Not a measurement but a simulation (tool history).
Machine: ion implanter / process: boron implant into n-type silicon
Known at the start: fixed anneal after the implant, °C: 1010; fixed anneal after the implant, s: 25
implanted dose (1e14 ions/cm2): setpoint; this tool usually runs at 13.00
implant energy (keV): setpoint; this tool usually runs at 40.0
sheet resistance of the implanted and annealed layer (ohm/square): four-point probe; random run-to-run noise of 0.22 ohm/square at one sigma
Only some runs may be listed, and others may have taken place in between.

run     day  implanted dose (1e14 ions/cm2)  implant energy (keV)  wafers since the last listed run  hours since the last dose calibration  hours since the extraction supply was calibrated  hours since the gauge calibration  read-back reference wafer on the same gauge, sheet resistance  sheet resistance of the implanted and annealed layer (ohm/square)
  1   0.000                           13.00                  34.5                                 0                                 1773.4                                            2081.1                              435.2                                                          82.88                                                              85.24
  2   2.050                           13.00                  34.5                               648                                 1822.6                                            2130.3                              484.4                                                          82.75                                                              85.27
  3   4.975                           13.00                  40.0                               925                                 1892.8                                            2200.5                              554.6                                                          82.80                                                              84.45
  4   6.267                           13.00                  40.0                               408                                 1923.8                                            2231.5                              585.6                                                          82.82                                                              84.34
  5   8.171                           13.00                  40.0                               602                                 1969.5                                            2277.2                              631.3                                                          82.84                                                              84.78
  6   9.546                           13.00                  48.5                               435                                 2002.5                                            2310.2                              664.3                                                          82.82                                                              83.81
  7  12.292                           13.00                  40.0                               869                                 2068.4                                            2376.1                              730.2                                                          82.78                                                              84.78
     12.842  -- Faraday cup replaced and dose calibrated
  8  13.388                           13.00                  40.0                               241                                   13.1                                            2402.4                              756.5                                                          82.75                                                              86.39
  9  15.238                           11.92                  33.0                               585                                   57.5                                            2446.8                              800.9                                                          82.82                                                              93.95
     16.279  -- gauge calibrated
     16.988  -- Faraday cup replaced and dose calibrated, repeated, since the last time left the tool worse
 10  17.008                           11.02                  35.5                               455                                    0.5                                            2489.3                               17.5                                                          82.84                                                              93.78
 11  18.767                           11.53                  32.0                               556                                   42.7                                            2531.5                               59.7                                                          82.80                                                              91.78
     19.596  -- extraction supply calibrated
 12  20.621                           13.00                  40.0                               481                                   87.2                                              24.6                              104.2                                                          82.83                                                              81.86
 13  22.317                            9.40                  43.5                               536                                  127.9                                              65.3                              144.9                                                          82.79                                                             106.20
 14  24.567                           14.99                  40.0                               712                                  181.9                                             119.3                              198.9                                                          82.78                                                              72.86
 15  27.192                           14.68                  46.5                               830                                  244.9                                             182.3                              261.9                                                          82.83                                                              73.45
 16  28.362                           13.00                  40.0                               370                                  273.0                                             210.4                              290.0                                                          82.91                                                              82.87
 17  30.729                           13.00                  40.0                               749                                  329.8                                             267.2                              346.8                                                          82.84                                                              82.25

4 options for the next run, each taken on its own from the tool as it stands now. Forecast them:
  A  30.746                           10.49                  40.0                                 5                                  330.2                                             267.6                              347.2                                                              ?                                                                  ?
  B  30.746                           15.50                  40.0                                 5                                  330.2                                             267.6                              347.2                                                              ?                                                                  ?
  C  30.746                           10.09                  40.0                                 5                                  330.2                                             267.6                              347.2                                                              ?                                                                  ?
  D  30.746                           14.52                  48.0                                 5                                  330.2                                             267.6                              347.2                                                              ?                                                                  ?

run  read-back reference wafer on the same gauge, sheet resistance  sheet resistance of the implanted and annealed layer (ohm/square)
  A                                                          82.84                                                              98.58
  B                                                          82.84                                                              71.46
  C                                                          82.84                                                             101.76
  D                                                          82.84                                                              74.52
The same runs, with their run-to-run variation unchanged, on a tool lacking any hidden condition would have given:
run  sheet resistance of the implanted and annealed layer (ohm/square)
  A                                                              97.85
  B                                                              70.93
  C                                                             101.01
  D                                                              73.95
